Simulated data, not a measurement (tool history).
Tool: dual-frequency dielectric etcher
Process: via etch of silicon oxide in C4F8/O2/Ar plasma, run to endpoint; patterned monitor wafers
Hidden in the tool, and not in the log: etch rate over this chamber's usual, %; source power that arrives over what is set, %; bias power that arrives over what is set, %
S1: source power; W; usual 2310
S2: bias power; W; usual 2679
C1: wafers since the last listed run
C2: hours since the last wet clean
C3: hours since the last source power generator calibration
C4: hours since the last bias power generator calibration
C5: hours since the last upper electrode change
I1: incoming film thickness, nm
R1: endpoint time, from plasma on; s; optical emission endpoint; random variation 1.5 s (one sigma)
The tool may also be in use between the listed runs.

run,hour,S1,S2,C1,C2,C3,C4,C5,I1,R1
1,0.0,2040,2679,0,318.7,2915.5,1793.4,4239.2,1169.2,224.3
2,9.4,2040,2679,25,328.1,2924.9,1802.8,4248.6,1175.2,224.1
3,18.3,2550,2679,24,337.0,2933.8,1811.7,4257.5,1187.0,197.4
4,35.5,2550,2679,47,354.2,2951.0,1828.9,4274.7,1158.9,192.6
5,52.0,2020,2679,45,370.7,2967.5,1845.4,4291.2,1186.0,227.9
6,64.0,2020,2679,32,382.7,2979.5,1857.4,4303.2,1187.6,229.3
# hour 69.4: source power generator calibrated
7,72.9,2020,2679,13,391.6,3.5,1866.3,4312.1,1175.8,226.8
# hour 108.9: wet clean of the chamber
8,123.0,2310,2679,71,14.1,53.6,1916.4,4362.2,1176.1,207.7
9,129.5,2310,2679,17,20.6,60.1,1922.9,4368.7,1181.2,210.2
# hour 163.6: upper electrode replaced
10,164.1,2830,2951,29,55.2,94.7,1957.5,0.5,1178.6,176.5
11,164.5,1990,2679,1,55.6,95.1,1957.9,0.9,1182.4,230.0
12,171.8,2520,2469,19,62.9,102.4,1965.2,8.2,1179.9,205.5
13,180.8,2710,2173,24,71.9,111.4,1974.2,17.2,1178.7,206.2
# hour 196.7: bias power generator calibrated
14,233.9,2570,2450,134,125.0,164.5,37.2,70.3,1170.7,198.8
15,249.7,2140,2478,43,140.8,180.3,53.0,86.1,1180.2,227.3
16,265.0,2040,2679,41,156.1,195.6,68.3,101.4,1178.6,226.4
17,278.9,2310,2679,38,170.0,209.5,82.2,115.3,1170.2,205.9
18,287.8,2010,2076,24,178.9,218.4,91.1,124.2,1168.1,250.7
19,300.5,2310,2679,34,191.6,231.1,103.8,136.9,1186.3,209.6
20,307.3,1770,2121,18,198.4,237.9,110.6,143.7,1182.6,277.8
21,319.1,2480,2903,32,210.2,249.7,122.4,155.5,1179.7,193.0
22,332.7,2670,3236,37,223.8,263.3,136.0,169.1,1167.4,175.2
23,339.5,2310,2226,18,230.6,270.1,142.8,175.9,1180.6,226.8
24,372.0,1810,3202,88,263.1,302.6,175.3,208.4,1170.6,224.9
25,380.5,2310,2679,23,271.6,311.1,183.8,216.9,1170.8,207.6
26,395.0,2480,2903,39,286.1,325.6,198.3,231.4,1180.4,192.6
27,406.2,2310,2948,30,297.3,336.8,209.5,242.6,1182.1,200.0
28,422.2,2550,2679,43,313.3,352.8,225.5,258.6,1168.1,196.5

Forecast run 29:
29,430.2,1850,2467,21,321.3,360.8,233.5,266.6,1176.8,?

R1: 250.6 s
Without the tool's hidden state the same run would have given R1 250.6 s.
